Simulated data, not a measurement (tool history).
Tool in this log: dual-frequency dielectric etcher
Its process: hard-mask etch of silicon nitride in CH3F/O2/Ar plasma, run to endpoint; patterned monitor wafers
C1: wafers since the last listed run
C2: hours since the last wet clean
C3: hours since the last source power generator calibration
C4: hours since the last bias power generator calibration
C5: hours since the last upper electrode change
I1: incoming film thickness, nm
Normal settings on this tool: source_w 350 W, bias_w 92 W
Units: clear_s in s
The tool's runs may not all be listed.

Run 1, hour 0: usual settings; C1 0; C2 478.7; C3 3960.1; C4 889.9; C5 2620.9; I1 42.23. Result: clear_s 57.2 s.
Run 2, hour 32.1: usual settings; C1 376; C2 510.8; C3 3992.2; C4 922; C5 2653; I1 42.09. Result: clear_s 57.4 s.
At hour 59.8: wet clean of the chamber.
Run 3, hour 98: usual settings; C1 492; C2 38.2; C3 4058.1; C4 987.9; C5 2718.9; I1 42.31. Result: clear_s 54.9 s.
Run 4, hour 152.1: usual settings but source_w 280 W, bias_w 103 W; C1 635; C2 92.3; C3 4112.2; C4 1042; C5 2773; I1 42.71. Result: clear_s 61.3 s.
Run 5, hour 194.9: usual settings but source_w 280 W, bias_w 103 W; C1 502; C2 135.1; C3 4155; C4 1084.8; C5 2815.8; I1 42.14. Result: clear_s 61.2 s.
Run 6, hour 256.8: usual settings; C1 726; C2 197; C3 4216.9; C4 1146.7; C5 2877.7; I1 42.08. Result: clear_s 56 s.
Run 7, hour 306.7: usual settings; C1 586; C2 246.9; C3 4266.8; C4 1196.6; C5 2927.6; I1 42.32. Result: clear_s 56.1 s.
Run 8, hour 344.7: usual settings; C1 446; C2 284.9; C3 4304.8; C4 1234.6; C5 2965.6; I1 42.13. Result: clear_s 55.7 s.
Run 9, hour 408.8: usual settings; C1 752; C2 349; C3 4368.9; C4 1298.7; C5 3029.7; I1 42.46. Result: clear_s 57.2 s.
At hour 475.6: upper electrode replaced.
At hour 481.5: wet clean of the chamber.
At hour 516.2: source power generator calibrated.
Run 10, hour 607.6: usual settings; C1 1935; C2 126.1; C3 91.4; C4 1497.5; C5 132; I1 41.92. Result: clear_s 55.8 s.
Run 11, hour 657.2: usual settings; C1 582; C2 175.7; C3 141; C4 1547.1; C5 181.6; I1 42.49. Result: clear_s 57.6 s.
Run 12, hour 729.1: usual settings; C1 844; C2 247.6; C3 212.9; C4 1619; C5 253.5; I1 41.99. Result: clear_s 56.6 s.
Run 13, hour 776.5: usual settings; C1 556; C2 295; C3 260.3; C4 1666.4; C5 300.9; I1 42.15. Result: clear_s 57.7 s.
Run 14, hour 804.7: usual settings; C1 331; C2 323.2; C3 288.5; C4 1694.6; C5 329.1; I1 42.18. Result: clear_s 58.1 s.
Run 15, hour 846.7: usual settings but source_w 380 W, bias_w 110 W; C1 493; C2 365.2; C3 330.5; C4 1736.6; C5 371.1; I1 42.63. Result: clear_s 51.4 s.
Run 16, hour 892.1: usual settings but source_w 280 W, bias_w 77 W; C1 533; C2 410.6; C3 375.9; C4 1782; C5 416.5; I1 42.26. Result: clear_s 72.9 s.
At hour 902.8: bias power generator calibrated.
Run 17, hour 961.5: usual settings but source_w 380 W, bias_w 80 W; C1 768; C2 480; C3 445.3; C4 58.7; C5 485.9; I1 42.52. Result: clear_s 60.4 s.
At hour 995.6: wet clean of the chamber.
Run 18, hour 996.1: usual settings but source_w 400 W, bias_w 79 W; C1 124; C2 0.5; C3 479.9; C4 93.3; C5 520.5; I1 42.35. Result: clear_s 55.7 s.
Run 19, hour 1022.6: usual settings; C1 311; C2 27; C3 506.4; C4 119.8; C5 547; I1 41.98. Result: clear_s 55.5 s.
Run 20, hour 1127.3: usual settings but source_w 280 W, bias_w 80 W; C1 1229; C2 131.7; C3 611.1; C4 224.5; C5 651.7; I1 42.14. Result: clear_s 69.5 s.
Run 21, hour 1197.5: usual settings but source_w 400 W; C1 824; C2 201.9; C3 681.3; C4 294.7; C5 721.9; I1 41.94. Result: clear_s 52.2 s.
Run 22, hour 1268.3: usual settings but source_w 310 W, bias_w 109 W; C1 831; C2 272.7; C3 752.1; C4 365.5; C5 792.7; I1 42.64. Result: clear_s 57.7 s.
Run 23, hour 1328.4: usual settings but source_w 270 W, bias_w 110 W; C1 705; C2 332.8; C3 812.2; C4 425.6; C5 852.8; I1 42.32. Result: clear_s 62.3 s.
Run 24, hour 1390.5: usual settings but source_w 320 W; C1 729; C2 394.9; C3 874.3; C4 487.7; C5 914.9; I1 42.11. Result: clear_s 60.8 s.
At hour 1497.9: wet clean of the chamber.
Run 25, hour 1498.4: usual settings; C1 985; C2 0.5; C3 982.2; C4 595.6; C5 1022.8; I1 42.8. Result: clear_s 55.9 s.
Run 26, hour 1519.6: usual settings but bias_w 69 W; C1 248; C2 21.7; C3 1003.4; C4 616.8; C5 1044; I1 42.2. Result: clear_s 63 s.
Run 27, hour 1558.3: usual settings but source_w 400 W, bias_w 73 W; C1 454; C2 60.4; C3 1042.1; C4 655.5; C5 1082.7; I1 42.02. Result: clear_s 57.1 s.
Run 28, hour 1622.3: usual settings but source_w 410 W, bias_w 107 W; C1 751; C2 124.4; C3 1106.1; C4 719.5; C5 1146.7; I1 41.92. Result: clear_s 47.3 s.
Run 29, hour 1675.1: usual settings; C1 620; C2 177.2; C3 1158.9; C4 772.3; C5 1199.5; I1 41.93. Result: clear_s 55.9 s.
Run 30, hour 1723.2: usual settings but source_w 320 W, bias_w 103 W; C1 564; C2 225.3; C3 1207; C4 820.4; C5 1247.6; I1 42.38. Result: clear_s 57.2 s.
Run 31, hour 1791.2: usual settings but source_w 390 W; C1 798; C2 293.3; C3 1275; C4 888.4; C5 1315.6; I1 42.69. Result: clear_s 54.3 s.
Run 32, hour 1854.7: usual settings; C1 745; C2 356.8; C3 1338.5; C4 951.9; C5 1379.1; I1 41.78. Result: clear_s 56.5 s.
Run 33, hour 1913.9: usual settings but source_w 380 W, bias_w 102 W; C1 695; C2 416; C3 1397.7; C4 1011.1; C5 1438.3; I1 41.84. Result: clear_s 52.1 s.
Run 34, hour 1976.3: usual settings but source_w 330 W, bias_w 70 W; C1 732; C2 478.4; C3 1460.1; C4 1073.5; C5 1500.7; I1 42.09. Result: clear_s 68.2 s.
At hour 2021: wet clean of the chamber.
Run 35, hour 2021.5: usual settings but source_w 290 W, bias_w 76 W; C1 248; C2 0.5; C3 1505.3; C4 1118.7; C5 1545.9; I1 41.61. Result: clear_s 67.1 s.

Across each entry between runs, compare the hidden state at the last listed run before it with the hidden state at the first listed run after it:
In the gap between runs 2 and 3: wet clean of the chamber (hour 59.8)
  etch rate over this chamber's usual, %: -5.08 -> -0.867; source power that arrives over what is set, %: 3.99 -> 4.06
  measured less the result without the state, clear_s: +1.6 -> -0.8 s
In the gap between runs 9 and 10: upper electrode replaced (hour 475.6); wet clean of the chamber (hour 481.5); source power generator calibrated (hour 516.2)
  etch rate over this chamber's usual, %: -4.02 -> -1.31; source power that arrives over what is set, %: 4.39 -> 0.568
  measured less the result without the state, clear_s: +0.9 -> +0.5 s
In the gap between runs 16 and 17: bias power generator calibrated (hour 902.8)
  etch rate over this chamber's usual, %: -4.19 -> -4.9; source power that arrives over what is set, %: 0.876 -> 0.951
  measured less the result without the state, clear_s: +2.7 -> +2.7 s
In the gap between runs 17 and 18: wet clean of the chamber (hour 995.6)
  etch rate over this chamber's usual, %: -4.9 -> -0.37; source power that arrives over what is set, %: 0.951 -> 0.988
  measured less the result without the state, clear_s: +2.7 -> -0.1 s
In the gap between runs 24 and 25: wet clean of the chamber (hour 1497.9)
  etch rate over this chamber's usual, %: -4.37 -> 0.26; source power that arrives over what is set, %: 1.42 -> 1.53
  measured less the result without the state, clear_s: +2.1 -> -0.7 s
In the gap between runs 34 and 35: wet clean of the chamber (hour 2021)
  etch rate over this chamber's usual, %: -4.58 -> 0.543; source power that arrives over what is set, %: 2.05 -> 2.1
  measured less the result without the state, clear_s: +2.3 -> -1.2 s
